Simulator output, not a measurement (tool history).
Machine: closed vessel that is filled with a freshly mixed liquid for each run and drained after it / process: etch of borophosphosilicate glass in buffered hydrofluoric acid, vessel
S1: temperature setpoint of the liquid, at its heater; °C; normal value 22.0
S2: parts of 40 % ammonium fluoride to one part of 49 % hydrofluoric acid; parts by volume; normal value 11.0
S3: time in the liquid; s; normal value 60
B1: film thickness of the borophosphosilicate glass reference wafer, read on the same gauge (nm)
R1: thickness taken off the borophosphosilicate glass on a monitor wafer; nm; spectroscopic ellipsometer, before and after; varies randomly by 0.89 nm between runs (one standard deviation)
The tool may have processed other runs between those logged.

run 1 hour=0.0 | S1=22.0 S2=11.0 S3=60 | B1=40.04 | R1=89.63
-- hour=47.6 gauge calibrated
run 2 hour=69.9 | S1=22.0 S2=11.0 S3=60 | B1=40.00 | R1=90.08
run 3 hour=154.1 | S1=22.0 S2=11.0 S3=70 | B1=39.97 | R1=104.55
run 4 hour=246.7 | S1=22.0 S2=11.0 S3=70 | B1=40.02 | R1=105.34
run 5 hour=332.5 | S1=22.0 S2=11.0 S3=70 | B1=39.96 | R1=106.88
run 6 hour=410.3 | S1=22.0 S2=7.5 S3=60 | B1=40.01 | R1=126.99
run 7 hour=463.9 | S1=22.0 S2=11.0 S3=60 | B1=40.01 | R1=90.61
run 8 hour=514.3 | S1=22.0 S2=11.0 S3=60 | B1=39.99 | R1=89.46
run 9 hour=613.1 | S1=22.0 S2=11.0 S3=60 | B1=40.04 | R1=89.48
run 10 hour=673.9 | S1=22.0 S2=11.0 S3=60 | B1=40.00 | R1=89.95
-- hour=731.0 hydrofluoric acid flow meter replaced
run 11 hour=781.8 | S1=22.0 S2=11.0 S3=60 | B1=40.02 | R1=94.12
run 12 hour=870.9 | S1=22.0 S2=8.0 S3=60 | B1=39.96 | R1=127.07
run 13 hour=920.7 | S1=19.5 S2=15.0 S3=85 | B1=39.99 | R1=87.16
run 14 hour=987.5 | S1=22.0 S2=11.0 S3=60 | B1=40.01 | R1=94.75
-- hour=1064.6 thermometer replaced
run 15 hour=1075.1 | S1=26.5 S2=11.0 S3=30 | B1=40.06 | R1=56.50
run 16 hour=1112.0 | S1=24.5 S2=14.0 S3=30 | B1=40.01 | R1=40.89
run 17 hour=1208.8 | S1=19.0 S2=9.0 S3=40 | B1=40.02 | R1=59.31
-- hour=1251.2 gauge calibrated
run 18 hour=1528.5 | S1=18.5 S2=11.0 S3=60 | B1=39.99 | R1=72.28
run 19 hour=1603.6 | S1=22.0 S2=11.0 S3=75 | B1=40.02 | R1=110.51
run 20 hour=1679.3 | S1=25.0 S2=7.0 S3=30 | B1=40.00 | R1=80.33
run 21 hour=1729.9 | S1=22.0 S2=11.0 S3=60 | B1=39.95 | R1=88.96
run 22 hour=1828.5 | S1=20.0 S2=14.5 S3=45 | B1=39.97 | R1=44.34
run 23 hour=1923.1 | S1=24.0 S2=9.5 S3=45 | B1=40.02 | R1=83.76
run 24 hour=1964.4 | S1=22.0 S2=11.0 S3=60 | B1=39.97 | R1=88.60
-- hour=2015.9 hydrofluoric acid flow meter replaced
run 25 hour=2071.9 | S1=17.5 S2=11.0 S3=60 | B1=40.01 | R1=74.23

3 options for the next run, each taken on its own from the tool as it stands now. Forecast them:
run A hour=2072.6 | S1=22.0 S2=11.0 S3=60 | B1=? | R1=?
run B hour=2072.6 | S1=26.5 S2=13.5 S3=30 | B1=? | R1=?
run C hour=2072.6 | S1=25.0 S2=12.5 S3=35 | B1=? | R1=?

run=A B1=39.99 R1=94.06
run=B B1=39.99 R1=48.96
run=C B1=39.99 R1=56.88
Without the tool's unlogged condition, the same runs would have read:
run=A R1=91.30
run=B R1=47.57
run=C R1=55.25

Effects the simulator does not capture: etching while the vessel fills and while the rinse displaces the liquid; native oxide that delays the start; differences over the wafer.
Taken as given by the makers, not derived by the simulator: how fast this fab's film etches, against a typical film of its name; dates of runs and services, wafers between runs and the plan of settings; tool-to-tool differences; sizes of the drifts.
